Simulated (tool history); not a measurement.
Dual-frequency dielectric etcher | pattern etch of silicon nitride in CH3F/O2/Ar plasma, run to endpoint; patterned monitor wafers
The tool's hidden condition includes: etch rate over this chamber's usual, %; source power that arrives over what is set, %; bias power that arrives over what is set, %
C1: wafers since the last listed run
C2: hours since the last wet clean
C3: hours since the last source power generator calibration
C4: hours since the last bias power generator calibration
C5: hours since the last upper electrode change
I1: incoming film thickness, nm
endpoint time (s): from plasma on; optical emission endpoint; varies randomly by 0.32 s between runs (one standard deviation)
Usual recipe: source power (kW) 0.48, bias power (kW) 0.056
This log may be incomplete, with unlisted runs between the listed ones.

Run 1, hour 0: usual settings but source power (kW) 0.44, bias power (kW) 0.067; C1 0; C2 301.7; C3 1221; C4 4730.3; C5 1604.6; I1 33.47. Result: endpoint time (s) 49.3.
Run 2, hour 55.9: usual settings but source power (kW) 0.44, bias power (kW) 0.067; C1 1049; C2 357.6; C3 1276.9; C4 4786.2; C5 1660.5; I1 33.92. Result: endpoint time (s) 49.6.
At hour 111.5: wet clean of the chamber.
Run 3, hour 149.1: usual settings; C1 1299; C2 37.6; C3 1370.1; C4 4879.4; C5 1753.7; I1 34.14. Result: endpoint time (s) 53.
Run 4, hour 190: usual settings; C1 767; C2 78.5; C3 1411; C4 4920.3; C5 1794.6; I1 33.71. Result: endpoint time (s) 51.6.
Run 5, hour 243.3: usual settings; C1 1000; C2 131.8; C3 1464.3; C4 4973.6; C5 1847.9; I1 34.04. Result: endpoint time (s) 53.5.
Run 6, hour 311.7: usual settings; C1 1284; C2 200.2; C3 1532.7; C4 5042; C5 1916.3; I1 33.6. Result: endpoint time (s) 52.1.
Run 7, hour 402.9: usual settings; C1 1712; C2 291.4; C3 1623.9; C4 5133.2; C5 2007.5; I1 34.39. Result: endpoint time (s) 53.5.
Run 8, hour 472.1: usual settings but bias power (kW) 0.046; C1 1299; C2 360.6; C3 1693.1; C4 5202.4; C5 2076.7; I1 34.15. Result: endpoint time (s) 57.7.
At hour 528.6: wet clean of the chamber.
Run 9, hour 553.1: usual settings; C1 1070; C2 24.5; C3 1774.1; C4 5283.4; C5 2157.7; I1 33.74. Result: endpoint time (s) 51.9.
Run 10, hour 639: usual settings; C1 1612; C2 110.4; C3 1860; C4 5369.3; C5 2243.6; I1 33.62. Result: endpoint time (s) 51.5.
At hour 705.4: upper electrode replaced.
At hour 773.5: bias power generator calibrated.
Run 11, hour 848.1: usual settings; C1 3400; C2 319.5; C3 2069.1; C4 74.6; C5 142.7; I1 33.45. Result: endpoint time (s) 51.9.
Run 12, hour 926.8: usual settings; C1 1477; C2 398.2; C3 2147.8; C4 153.3; C5 221.4; I1 33.51. Result: endpoint time (s) 51.7.
At hour 948.6: source power generator calibrated.
At hour 961.2: wet clean of the chamber.
Run 13, hour 1014.1: usual settings but source power (kW) 0.52; C1 1326; C2 52.9; C3 65.5; C4 240.6; C5 308.7; I1 33.98. Result: endpoint time (s) 51.3.
Run 14, hour 1078.7: usual settings but source power (kW) 0.52; C1 1212; C2 117.5; C3 130.1; C4 305.2; C5 373.3; I1 33.84. Result: endpoint time (s) 50.8.
Run 15, hour 1127.3: usual settings but source power (kW) 0.4, bias power (kW) 0.064; C1 912; C2 166.1; C3 178.7; C4 353.8; C5 421.9; I1 33.8. Result: endpoint time (s) 52.5.
Run 16, hour 1190.1: usual settings but source power (kW) 0.52, bias power (kW) 0.064; C1 1179; C2 228.9; C3 241.5; C4 416.6; C5 484.7; I1 33.63. Result: endpoint time (s) 47.9.
Run 17, hour 1274: usual settings but source power (kW) 0.59, bias power (kW) 0.05; C1 1575; C2 312.8; C3 325.4; C4 500.5; C5 568.6; I1 33.6. Result: endpoint time (s) 50.9.
Run 18, hour 1313.1: usual settings; C1 734; C2 351.9; C3 364.5; C4 539.6; C5 607.7; I1 33.91. Result: endpoint time (s) 52.1.
At hour 1376.8: wet clean of the chamber.
Run 19, hour 1388.3: usual settings but source power (kW) 0.4, bias power (kW) 0.064; C1 961; C2 11.5; C3 439.7; C4 614.8; C5 682.9; I1 33.96. Result: endpoint time (s) 52.6.
Run 20, hour 1459.7: usual settings but source power (kW) 0.54; C1 1340; C2 82.9; C3 511.1; C4 686.2; C5 754.3; I1 33.65. Result: endpoint time (s) 49.8.
Run 21, hour 1531.1: usual settings but source power (kW) 0.59, bias power (kW) 0.05; C1 1340; C2 154.3; C3 582.5; C4 757.6; C5 825.7; I1 33.73. Result: endpoint time (s) 51.
Run 22, hour 1575.5: usual settings; C1 833; C2 198.7; C3 626.9; C4 802; C5 870.1; I1 34.31. Result: endpoint time (s) 52.8.
Run 23, hour 1623.3: usual settings but source power (kW) 0.41; C1 897; C2 246.5; C3 674.7; C4 849.8; C5 917.9; I1 34.12. Result: endpoint time (s) 55.5.
Run 24, hour 1667.7: usual settings but source power (kW) 0.44, bias power (kW) 0.06; C1 833; C2 290.9; C3 719.1; C4 894.2; C5 962.3; I1 34.2. Result: endpoint time (s) 52.4.
At hour 1782.6: wet clean of the chamber.
Run 25, hour 1783.1: usual settings; C1 1716; C2 0.5; C3 834.5; C4 1009.6; C5 1077.7; I1 34.16. Result: endpoint time (s) 52.9.
Run 26, hour 1841.6: usual settings but source power (kW) 0.58, bias power (kW) 0.048; C1 1098; C2 59; C3 893; C4 1068.1; C5 1136.2; I1 33.93. Result: endpoint time (s) 53.1.
Run 27, hour 2057.1: usual settings but source power (kW) 0.56, bias power (kW) 0.063; C1 4046; C2 274.5; C3 1108.5; C4 1283.6; C5 1351.7; I1 33.54. Result: endpoint time (s) 46.5.
Run 28, hour 2152.8: usual settings; C1 1796; C2 370.2; C3 1204.2; C4 1379.3; C5 1447.4; I1 34.1. Result: endpoint time (s) 53.
At hour 2215.9: wet clean of the chamber.
Run 29, hour 2216.4: usual settings but source power (kW) 0.42; C1 743; C2 0.5; C3 1267.8; C4 1442.9; C5 1511; I1 34.16. Result: endpoint time (s) 55.5.

For each run, what was the tool's unlogged condition?
etch rate over this chamber's usual, %: 0 in every run
source power that arrives over what is set, %: 0 in every run
bias power that arrives over what is set, %: 0 in every run

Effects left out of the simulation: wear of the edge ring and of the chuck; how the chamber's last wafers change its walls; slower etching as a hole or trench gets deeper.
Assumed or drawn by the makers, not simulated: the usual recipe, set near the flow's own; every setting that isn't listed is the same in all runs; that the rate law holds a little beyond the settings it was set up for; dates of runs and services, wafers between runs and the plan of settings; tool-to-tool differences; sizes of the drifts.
